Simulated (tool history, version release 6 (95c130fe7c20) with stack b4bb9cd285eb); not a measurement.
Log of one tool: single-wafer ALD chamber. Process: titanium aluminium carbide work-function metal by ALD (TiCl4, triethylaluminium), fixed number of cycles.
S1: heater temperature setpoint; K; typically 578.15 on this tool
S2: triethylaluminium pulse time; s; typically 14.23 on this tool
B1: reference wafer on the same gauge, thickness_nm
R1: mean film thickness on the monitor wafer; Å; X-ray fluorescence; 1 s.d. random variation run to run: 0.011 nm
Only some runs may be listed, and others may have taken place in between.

run 1 hour=0 | S1=578.15 S2=14.23 | B1=1.984 | R1=20.68
run 2 hour=28.4 | S1=578.15 S2=14.23 | B1=1.984 | R1=20.69
run 3 hour=45.3 | S1=578.15 S2=14.23 | B1=1.98 | R1=20.9
run 4 hour=72.5 | S1=578.15 S2=14.23 | B1=1.978 | R1=20.65
run 5 hour=104.7 | S1=578.15 S2=10.48 | B1=1.977 | R1=20.35
run 6 hour=128.5 | S1=578.15 S2=10.48 | B1=1.976 | R1=20.42
run 7 hour=155.9 | S1=578.15 S2=14.23 | B1=1.97 | R1=20.61
run 8 hour=171.1 | S1=578.15 S2=14.23 | B1=1.969 | R1=20.72
run 9 hour=206.3 | S1=578.15 S2=14.23 | B1=1.968 | R1=20.53
run 10 hour=231.6 | S1=587.15 S2=10.59 | B1=1.965 | R1=21.05
run 11 hour=249.6 | S1=568.15 S2=12.04 | B1=1.963 | R1=19.32
run 12 hour=269 | S1=590.15 S2=18.28 | B1=1.961 | R1=21.78
-- hour=287.4 triethylaluminium bottle replaced
run 13 hour=291.2 | S1=578.15 S2=14.23 | B1=1.959 | R1=20.34
run 14 hour=306.6 | S1=578.15 S2=14.23 | B1=1.957 | R1=20.36
-- hour=328.7 thermocouple changed; heater temperature recalibrated
run 15 hour=329.2 | S1=585.15 S2=8.9 | B1=1.955 | R1=20.48
run 16 hour=347.6 | S1=582.15 S2=9.55 | B1=1.952 | R1=20.28
run 17 hour=361.6 | S1=587.15 S2=12.42 | B1=1.949 | R1=21.16
run 18 hour=380 | S1=566.15 S2=18.38 | B1=1.947 | R1=19.37
run 19 hour=407.1 | S1=571.15 S2=16.82 | B1=1.945 | R1=19.73
-- hour=424.7 showerhead replaced
run 20 hour=428.9 | S1=578.15 S2=16.08 | B1=1.941 | R1=20.55
run 21 hour=447.7 | S1=578.15 S2=14.23 | B1=1.939 | R1=20.27
run 22 hour=486.5 | S1=578.15 S2=9.04 | B1=1.935 | R1=19.83
run 23 hour=508.1 | S1=569.15 S2=17.69 | B1=1.931 | R1=19.52
run 24 hour=526.8 | S1=593.15 S2=9.69 | B1=1.928 | R1=21.11
-- hour=541.7 gauge calibrated
run 25 hour=562.7 | S1=578.15 S2=14.23 | B1=1.987 | R1=20.82
run 26 hour=595.5 | S1=589.15 S2=9.48 | B1=1.986 | R1=21.25
run 27 hour=631.5 | S1=583.15 S2=17.51 | B1=1.985 | R1=21.36
run 28 hour=655.8 | S1=571.15 S2=16.82 | B1=1.986 | R1=20.25
run 29 hour=686.8 | S1=570.15 S2=14.23 | B1=1.985 | R1=20.1
run 30 hour=701.9 | S1=564.15 S2=17.7 | B1=1.988 | R1=19.43
run 31 hour=714.6 | S1=573.15 S2=18.69 | B1=1.986 | R1=20.21
run 32 hour=734.5 | S1=578.15 S2=14.23 | B1=1.984 | R1=20.56
run 33 hour=762.4 | S1=578.15 S2=14.23 | B1=1.985 | R1=20.75

Branching from run 33: 4 alternative next runs. What would each branch give?
run A hour=762.8 | S1=578.15 S2=17.23 | B1=? | R1=?
run B hour=762.8 | S1=569.15 S2=10.33 | B1=? | R1=?
run C hour=762.8 | S1=568.15 S2=9.37 | B1=? | R1=?
run D hour=762.8 | S1=569.15 S2=11.72 | B1=? | R1=?

run=A B1=1.984 R1=20.68
run=B B1=1.984 R1=19.49
run=C B1=1.984 R1=19.27
run=D B1=1.984 R1=19.62
What these runs would have given with no unlogged condition in the tool:
run=A R1=20.75
run=B R1=19.55
run=C R1=19.34
run=D R1=19.69
